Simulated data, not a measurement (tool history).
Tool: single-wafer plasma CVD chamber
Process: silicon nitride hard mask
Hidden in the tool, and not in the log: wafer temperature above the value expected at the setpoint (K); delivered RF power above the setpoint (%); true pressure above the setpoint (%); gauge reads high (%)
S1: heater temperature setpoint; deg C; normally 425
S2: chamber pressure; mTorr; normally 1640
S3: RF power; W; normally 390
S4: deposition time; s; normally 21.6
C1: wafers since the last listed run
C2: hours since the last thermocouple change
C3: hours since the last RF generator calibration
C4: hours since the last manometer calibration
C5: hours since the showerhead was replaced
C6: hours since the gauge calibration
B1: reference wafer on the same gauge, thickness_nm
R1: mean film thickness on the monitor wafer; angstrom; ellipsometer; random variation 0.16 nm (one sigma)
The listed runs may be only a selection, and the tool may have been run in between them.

| run | day | S1 | S2 | S3 | S4 | C1 | C2 | C3 | C4 | C5 | C6 | B1 | R1 |
|---|---|---|---|---|---|---|---|---|---|---|---|---|---|
| 1 | 0.000 | 425 | 1640 | 390 | 21.6 | 0 | 541.5 | 1203.4 | 1043.4 | 4636.1 | 580.8 | 29.453 | 283.65 |
| 2 | 1.729 | 425 | 1640 | 390 | 21.6 | 1635 | 583.0 | 1244.9 | 1084.9 | 4677.6 | 622.3 | 29.562 | 279.93 |
| 3 | 3.933 | 425 | 1640 | 390 | 21.6 | 2084 | 635.9 | 1297.8 | 1137.8 | 4730.5 | 675.2 | 29.552 | 280.06 |
| 4 | 5.300 | 425 | 1640 | 390 | 21.6 | 1292 | 668.7 | 1330.6 | 1170.6 | 4763.3 | 708.0 | 29.457 | 280.53 |
| 5 | 7.004 | 425 | 1640 | 390 | 21.6 | 1611 | 709.6 | 1371.5 | 1211.5 | 4804.2 | 748.9 | 29.527 | 279.35 |
| 6 | 8.654 | 425 | 1640 | 390 | 21.6 | 1560 | 749.2 | 1411.1 | 1251.1 | 4843.8 | 788.5 | 29.443 | 280.09 |
| 7 | 11.500 | 425 | 1640 | 390 | 21.6 | 2691 | 817.5 | 1479.4 | 1319.4 | 4912.1 | 856.8 | 29.414 | 278.43 |
| 8 | 13.588 | 425 | 1640 | 390 | 21.6 | 1974 | 867.6 | 1529.5 | 1369.5 | 4962.2 | 906.9 | 29.618 | 276.81 |
|  | 16.379 | capacitance manometer re-zeroed and calibrated |
| 9 | 16.400 | 425 | 1370 | 390 | 21.6 | 2344 | 935.1 | 1597.0 | 0.5 | 5029.7 | 974.4 | 29.489 | 270.87 |
| 10 | 17.733 | 425 | 1370 | 390 | 21.6 | 1261 | 967.1 | 1629.0 | 32.5 | 5061.7 | 1006.4 | 29.422 | 272.75 |
|  | 18.542 | thermocouple changed; heater temperature recalibrated |
| 11 | 19.733 | 425 | 1640 | 390 | 21.6 | 1576 | 28.6 | 1677.0 | 80.5 | 5109.7 | 1054.4 | 29.506 | 277.36 |
|  | 20.971 | showerhead replaced |
| 12 | 21.771 | 425 | 1640 | 390 | 21.6 | 1611 | 77.5 | 1725.9 | 129.4 | 19.2 | 1103.3 | 29.445 | 280.56 |
| 13 | 24.171 | 414 | 1640 | 365 | 21.6 | 2270 | 135.1 | 1783.5 | 187.0 | 76.8 | 1160.9 | 29.479 | 272.31 |
| 14 | 26.396 | 413 | 1990 | 390 | 24.3 | 2104 | 188.5 | 1836.9 | 240.4 | 130.2 | 1214.3 | 29.489 | 324.66 |
| 15 | 28.850 | 425 | 1640 | 390 | 21.6 | 2321 | 247.4 | 1895.8 | 299.3 | 189.1 | 1273.2 | 29.581 | 278.08 |
| 16 | 30.354 | 429 | 1640 | 390 | 21.6 | 1422 | 283.5 | 1931.9 | 335.4 | 225.2 | 1309.3 | 29.468 | 279.26 |
|  | 31.683 | gauge calibrated |
| 17 | 33.021 | 436 | 1640 | 390 | 17.5 | 2522 | 347.5 | 1995.9 | 399.4 | 289.2 | 32.1 | 29.549 | 222.90 |
| 18 | 34.208 | 425 | 1640 | 390 | 21.6 | 1123 | 376.0 | 2024.4 | 427.9 | 317.7 | 60.6 | 29.425 | 274.73 |
| 19 | 36.279 | 419 | 1300 | 390 | 19.4 | 1958 | 425.7 | 2074.1 | 477.6 | 367.4 | 110.3 | 29.444 | 242.69 |
| 20 | 37.842 | 417 | 1440 | 435 | 23.9 | 1477 | 463.2 | 2111.6 | 515.1 | 404.9 | 147.8 | 29.539 | 313.09 |
| 21 | 38.867 | 438 | 1910 | 465 | 18.8 | 969 | 487.8 | 2136.2 | 539.7 | 429.5 | 172.4 | 29.515 | 261.62 |
| 22 | 40.250 | 418 | 1940 | 465 | 24.3 | 1308 | 521.0 | 2169.4 | 572.9 | 462.7 | 205.6 | 29.478 | 344.26 |
|  | 41.458 | RF generator calibrated |
| 23 | 46.179 | 425 | 1640 | 390 | 21.6 | 5292 | 663.3 | 113.3 | 715.2 | 605.0 | 347.9 | 29.496 | 286.93 |
| 24 | 48.338 | 425 | 2010 | 390 | 21.6 | 2041 | 715.1 | 165.1 | 767.0 | 656.8 | 399.7 | 29.466 | 296.49 |
| 25 | 51.238 | 415 | 1810 | 345 | 24.3 | 2742 | 784.7 | 234.7 | 836.6 | 726.4 | 469.3 | 29.509 | 310.69 |
| 26 | 52.808 | 425 | 1640 | 390 | 21.6 | 1485 | 822.4 | 272.4 | 874.3 | 764.1 | 507.0 | 29.525 | 283.74 |
| 27 | 55.225 | 425 | 1640 | 390 | 21.6 | 2285 | 880.4 | 330.4 | 932.3 | 822.1 | 565.0 | 29.520 | 287.71 |
| 28 | 56.454 | 425 | 1640 | 435 | 21.6 | 1162 | 909.9 | 359.9 | 961.8 | 851.6 | 594.5 | 29.488 | 302.82 |
| 29 | 58.458 | 440 | 1240 | 350 | 21.6 | 1895 | 958.0 | 408.0 | 1009.9 | 899.7 | 642.6 | 29.435 | 259.02 |
| 30 | 59.971 | 425 | 1640 | 390 | 21.6 | 1430 | 994.3 | 444.3 | 1046.2 | 936.0 | 678.9 | 29.503 | 286.42 |

Describe how what the log doesn't record of the tool's condition differs between the last listed run preceding each entry between runs and the first listed run following it.
Runs 8 to 9: capacitance manometer re-zeroed and calibrated (day 16.379)
  delivered RF power above the setpoint (%): -6.25 -> -6.49
  what was measured, less what the result would be without the hidden state, R1: -8.10 -> -8.25 angstrom
Runs 10 to 11: thermocouple changed; heater temperature recalibrated (day 18.542)
  delivered RF power above the setpoint (%): -6.61 -> -6.78
  what was measured, less what the result would be without the hidden state, R1: -8.46 -> -8.84 angstrom
Runs 11 to 12: showerhead replaced (day 20.971)
  delivered RF power above the setpoint (%): -6.78 -> -6.96
  what was measured, less what the result would be without the hidden state, R1: -8.84 -> -9.18 angstrom
Runs 16 to 17: gauge calibrated (day 31.683)
  delivered RF power above the setpoint (%): -7.7 -> -7.93
  what was measured, less what the result would be without the hidden state, R1: -10.16 -> -8.37 angstrom
Runs 22 to 23: RF generator calibrated (day 41.458)
  delivered RF power above the setpoint (%): -8.56 -> -0.806
  what was measured, less what the result would be without the hidden state, R1: -12.95 -> -1.04 angstrom
